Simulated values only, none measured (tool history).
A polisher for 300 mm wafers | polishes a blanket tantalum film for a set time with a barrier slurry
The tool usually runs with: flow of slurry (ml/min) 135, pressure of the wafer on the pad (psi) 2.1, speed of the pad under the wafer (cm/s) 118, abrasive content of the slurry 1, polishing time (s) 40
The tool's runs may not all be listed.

| run | hour | flow of slurry (ml/min) | pressure of the wafer on the pad (psi) | speed of the pad under the wafer (cm/s) | abrasive content of the slurry | polishing time (s) | incoming thickness of the incoming film, nm | film removed (angstrom) |
|---|---|---|---|---|---|---|---|---|
| 1 | 0 | 135 | 2.1 | 118 | 1 | 40 | 241.6 | 677 |
| 2 | 13.7 | 135 | 2.1 | 118 | 1 | 40 | 243.4 | 665 |
|  | 18.1 | slurry nozzle cleaned |
|  | 44.1 | worn pad replaced by a new one |
| 3 | 47.9 | 170 | 2.1 | 118 | 1 | 40 | 242 | 758 |
| 4 | 64.4 | 170 | 2.1 | 118 | 1 | 40 | 235.7 | 770 |
| 5 | 95 | 135 | 2.1 | 136 | 1.05 | 40 | 240.6 | 833 |
|  | 145.7 | worn pad replaced by a new one |
|  | 183.1 | slurry blender recalibrated |
| 6 | 200.4 | 135 | 2.1 | 136 | 1.05 | 40 | 243 | 776 |
|  | 207 | head pressure recalibrated |
| 7 | 233 | 135 | 2.1 | 136 | 1.05 | 40 | 242.4 | 880 |
|  | 248.6 | worn pad replaced by a new one |
| 8 | 249.1 | 135 | 2.1 | 118 | 0.8 | 40 | 237.5 | 679 |
|  | 277.4 | slurry nozzle cleaned |
| 9 | 279.7 | 135 | 2.1 | 118 | 0.8 | 40 | 242.8 | 752 |
| 10 | 314.6 | 90 | 2.1 | 118 | 1.15 | 40 | 242.3 | 726 |
| 11 | 330.7 | 135 | 2.1 | 118 | 1 | 40 | 239.1 | 786 |
|  | 354.2 | worn pad replaced by a new one |
| 12 | 354.7 | 135 | 2.1 | 118 | 1 | 31 | 237.3 | 605 |
| 13 | 364.5 | 135 | 2.1 | 118 | 1 | 40 | 239.7 | 768 |
| 14 | 395.6 | 135 | 2.1 | 130 | 1 | 40 | 237.3 | 849 |
| 15 | 414 | 135 | 2.1 | 156 | 0.85 | 47 | 238.6 | 1127 |
|  | 428.8 | slurry blender recalibrated |
| 16 | 439.2 | 180 | 2.6 | 118 | 1 | 40 | 240.4 | 936 |
|  | 447.2 | worn pad replaced by a new one |
| 17 | 452.8 | 135 | 2.6 | 118 | 1 | 40 | 242.2 | 887 |
| 18 | 474.2 | 135 | 2.1 | 118 | 0.8 | 40 | 243.2 | 689 |
| 19 | 489.7 | 135 | 2.8 | 130 | 1 | 40 | 241.7 | 1011 |

Below, each run's measurement less what the same run would have read without the hidden state. Both values contain the same run-to-run variation, but the gauge's scatter may not be the same in both:
Hidden state present: removal rate lost through wear of the pad, %; slurry flow missing at the pad, %; deviation of the head's pressure from its setpoint, %; abrasive missing from the slurry, %.
| run | film removed (angstrom) |
|---|---|
| 1 | -122 |
| 2 | -127 |
| 3 | -77 |
| 4 | -83 |
| 5 | -104 |
| 6 | -145 |
| 7 | -69 |
| 8 | -58 |
| 9 | -4 |
| 10 | -15 |
| 11 | -16 |
| 12 | -16 |
| 13 | -23 |
| 14 | -35 |
| 15 | -54 |
| 16 | -43 |
| 17 | -58 |
| 18 | -52 |
| 19 | -84 |
